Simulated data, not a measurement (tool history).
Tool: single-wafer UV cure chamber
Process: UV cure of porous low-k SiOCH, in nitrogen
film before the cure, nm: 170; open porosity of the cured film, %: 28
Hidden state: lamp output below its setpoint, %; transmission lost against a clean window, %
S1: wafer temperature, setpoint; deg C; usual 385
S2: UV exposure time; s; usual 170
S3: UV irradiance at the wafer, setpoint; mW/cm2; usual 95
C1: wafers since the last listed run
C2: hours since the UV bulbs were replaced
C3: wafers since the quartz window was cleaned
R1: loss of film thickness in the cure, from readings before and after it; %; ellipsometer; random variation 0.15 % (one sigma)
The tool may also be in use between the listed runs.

| run | hour | S1 | S2 | S3 | C1 | C2 | C3 | R1 |
|---|---|---|---|---|---|---|---|---|
| 1 | 0 | 385 | 170 | 95 | 0 | 766.9 | 4136 | 11.058 |
|  | 37.3 | quartz window cleaned |
| 2 | 87.9 | 385 | 170 | 120 | 485 | 854.8 | 307 | 12.694 |
| 3 | 135.8 | 385 | 195 | 95 | 290 | 902.7 | 598 | 12.281 |
| 4 | 238 | 385 | 170 | 95 | 620 | 1004.9 | 1218 | 11.534 |
| 5 | 278.9 | 385 | 170 | 95 | 248 | 1045.8 | 1467 | 11.521 |
| 6 | 319.2 | 385 | 170 | 95 | 244 | 1086.1 | 1712 | 11.303 |
| 7 | 367.3 | 385 | 170 | 95 | 292 | 1134.2 | 2004 | 11.535 |
| 8 | 441.3 | 385 | 170 | 95 | 449 | 1208.2 | 2453 | 11.174 |
| 9 | 496.8 | 385 | 170 | 95 | 337 | 1263.7 | 2790 | 11.138 |
|  | 522.9 | UV bulbs replaced |
| 10 | 537.4 | 385 | 170 | 95 | 198 | 14.5 | 2988 | 11.287 |
| 11 | 590.9 | 385 | 170 | 95 | 324 | 68 | 3313 | 11.293 |
| 12 | 678.1 | 385 | 170 | 95 | 529 | 155.2 | 3843 | 11.04 |
| 13 | 751.2 | 385 | 170 | 130 | 443 | 228.3 | 4287 | 12.354 |
| 14 | 790 | 395 | 170 | 95 | 235 | 267.1 | 4523 | 11.144 |
|  | 821.3 | quartz window cleaned |
| 15 | 974.7 | 366 | 135 | 59 | 1073 | 451.8 | 931 | 6.728 |
| 16 | 1027.5 | 373 | 170 | 95 | 320 | 504.6 | 1252 | 9.794 |
|  | 1086.4 | quartz window cleaned, repeated, since the last time left the tool worse |
| 17 | 1130.2 | 385 | 170 | 60 | 575 | 607.3 | 266 | 9.552 |
| 18 | 1180 | 368 | 170 | 85 | 302 | 657.1 | 568 | 10.888 |
| 19 | 1233 | 371 | 125 | 95 | 321 | 710.1 | 890 | 9.844 |
| 20 | 1333.1 | 369 | 245 | 95 | 607 | 810.2 | 1498 | 12.533 |
| 21 | 1396.8 | 385 | 170 | 64 | 386 | 873.9 | 1885 | 9.444 |
| 22 | 1498.3 | 385 | 170 | 95 | 616 | 975.4 | 2502 | 11.22 |

Forecast each of these 5 alternatives for the next run:
| A | 1498.8 | 385 | 170 | 95 | 3 | 975.9 | 2505 | ? |
| B | 1498.8 | 371 | 170 | 95 | 3 | 975.9 | 2505 | ? |
| C | 1498.8 | 377 | 170 | 78 | 3 | 975.9 | 2505 | ? |
| D | 1498.8 | 385 | 80 | 95 | 3 | 975.9 | 2505 | ? |
| E | 1498.8 | 402 | 170 | 95 | 3 | 975.9 | 2505 | ? |

| run | R1 |
|---|---|
| A | 11.337 |
| B | 11.073 |
| C | 10.289 |
| D | 7.966 |
| E | 11.644 |
Without the tool's hidden state the same runs would have given:
| run | R1 |
|---|---|
| A | 11.566 |
| B | 11.301 |
| C | 10.514 |
| D | 8.182 |
| E | 11.875 |
